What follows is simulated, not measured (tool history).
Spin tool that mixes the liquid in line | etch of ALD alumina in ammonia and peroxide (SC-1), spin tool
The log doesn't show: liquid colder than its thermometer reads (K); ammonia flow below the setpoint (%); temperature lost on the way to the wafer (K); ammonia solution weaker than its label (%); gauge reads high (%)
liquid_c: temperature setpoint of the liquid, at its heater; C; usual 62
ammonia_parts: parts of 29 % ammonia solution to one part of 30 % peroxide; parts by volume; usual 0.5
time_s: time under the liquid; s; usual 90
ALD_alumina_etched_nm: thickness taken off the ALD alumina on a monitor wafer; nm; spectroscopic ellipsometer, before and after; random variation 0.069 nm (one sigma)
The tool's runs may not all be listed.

run     day  liquid_c  ammonia_parts  time_s  wafers since the last listed run  hours since the thermometer was replaced  hours since the ammonia flow meter was replaced  hours since the heated supply line was repaired  hours since the drum of ammonia solution was connected  hours since the gauge calibration  read-back film thickness of the ALD alumina reference wafer, read on the same gauge (nm)  ALD_alumina_etched_nm
  1       0        62            0.5      90                                 0                                     733.4                                            869.5                                           2329.6                                                   670.4                               89.4                                                                                     40.01                   5.87
  2   1.429        62            0.5      90                               410                                     767.7                                            903.8                                           2363.9                                                   704.7                              123.7                                                                                     40.02                   5.78
  3   3.725        62            0.5      90                               659                                     822.8                                            958.9                                             2419                                                   759.8                              178.8                                                                                     40.02                   5.68
  4   5.067        62            0.5     135                               385                                       855                                            991.1                                           2451.2                                                     792                                211                                                                                     40.02                   8.78
  5   7.333        62            0.5     135                               651                                     909.4                                           1045.5                                           2505.6                                                   846.4                              265.4                                                                                     39.98                   8.77
  6   9.325        62            0.5     135                               572                                     957.2                                           1093.3                                           2553.4                                                   894.2                              313.2                                                                                     39.95                   8.68
     11.683  -- new drum of ammonia solution connected
  7  12.058        62            0.5      65                               773                                    1022.8                                           1158.9                                             2619                                                       9                              378.8                                                                                     40.02                   4.14
     13.571  -- gauge calibrated
  8  14.467        62            0.5      40                               692                                    1080.6                                           1216.7                                           2676.8                                                    66.8                               21.5                                                                                     40.02                   2.57
     15.667  -- heated supply line repaired
  9  15.792      68.5            0.5      90                               368                                    1112.4                                           1248.5                                                3                                                    98.6                               53.3                                                                                     39.96                   9.42
 10  17.167        67            0.3      90                               395                                    1145.4                                           1281.5                                               36                                                   131.6                               86.3                                                                                     40.02                   8.48
     18.179  -- ammonia flow meter replaced
     18.562  -- thermometer replaced
 11  20.142        57           0.65      90                               830                                      37.9                                             47.1                                            107.4                                                     203                              157.7                                                                                     40.01                   5.46
 12  21.238        62            0.6     125                               314                                      64.2                                             73.4                                            133.7                                                   229.3                                184                                                                                     40.02                   9.86
 13  22.862        62            0.4     145                               466                                     103.2                                            112.4                                            172.7                                                   268.3                                223                                                                                     39.99                  10.85
 14  25.112        62            0.5      90                               646                                     157.2                                            166.4                                            226.7                                                   322.3                                277                                                                                     40.04                   6.85

Measured less the same run without the tool's hidden state. The same run-to-run variation is in both; the gauge's scatter may not be:
run  ALD_alumina_etched_nm
  1                  -1.16
  2                  -1.17
  3                  -1.18
  4                  -1.84
  5                  -1.88
  6                   -1.9
  7                  -0.94
  8                  -0.59
  9                  -0.09
 10                   -0.1
 11                   -0.1
 12                  -0.19
 13                  -0.23
 14                  -0.18
